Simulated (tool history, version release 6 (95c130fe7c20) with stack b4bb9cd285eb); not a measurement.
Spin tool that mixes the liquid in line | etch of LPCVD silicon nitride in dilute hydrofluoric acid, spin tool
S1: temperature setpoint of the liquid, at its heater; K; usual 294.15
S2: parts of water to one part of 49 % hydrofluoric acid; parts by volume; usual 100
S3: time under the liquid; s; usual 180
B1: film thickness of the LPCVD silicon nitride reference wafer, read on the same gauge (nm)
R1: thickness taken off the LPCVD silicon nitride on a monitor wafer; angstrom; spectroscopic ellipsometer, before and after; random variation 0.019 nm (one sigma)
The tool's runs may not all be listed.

run,hour,S1,S2,S3,B1,R1
1,0.0,294.15,100,180,69.997,6.26
2,35.5,294.15,100,180,70.031,6.43
3,85.9,295.65,100,180,69.947,6.96
4,132.8,295.65,100,180,70.008,7.03
5,177.2,295.65,100,180,70.051,7.01
6,212.0,294.15,100,180,69.955,6.22
7,258.3,294.15,100,215,70.045,7.40
8,320.3,294.15,100,215,69.968,7.23
9,356.1,294.15,100,215,70.010,7.32
10,382.4,294.15,70,180,70.042,8.35
11,433.0,294.15,100,180,69.983,6.15
# hour 453.8: thermometer replaced
12,475.9,291.15,100,180,69.959,6.04
13,530.3,294.15,120,215,69.934,7.35
14,556.4,297.65,80,245,69.960,15.78
15,593.0,292.65,135,255,69.959,7.00
16,661.9,296.15,120,285,69.999,11.26
# hour 672.6: hydrofluoric acid flow meter replaced
17,703.1,291.65,85,180,70.051,7.22
18,759.5,295.65,100,180,70.001,8.03
# hour 854.6: gauge calibrated
19,926.9,294.15,100,180,69.993,7.16
20,993.4,294.15,100,180,69.997,7.13
21,1051.8,290.15,100,125,69.989,3.64
22,1110.4,298.15,50,260,70.039,26.47
23,1177.7,291.15,115,220,70.046,5.90

4 ways to go on from here, each from the tool as it stands after run 23. What would each give?
A,1178.2,294.15,100,265,?,?
B,1178.2,294.15,100,250,?,?
C,1178.2,291.15,140,95,?,?
D,1178.2,294.15,55,180,?,?

run,B1,R1
A,70.026,10.44
B,70.026,9.85
C,70.026,2.20
D,70.026,12.71
Without the tool's hidden state the same runs would have given:
run,R1
A,11.21
B,10.57
C,2.36
D,13.66
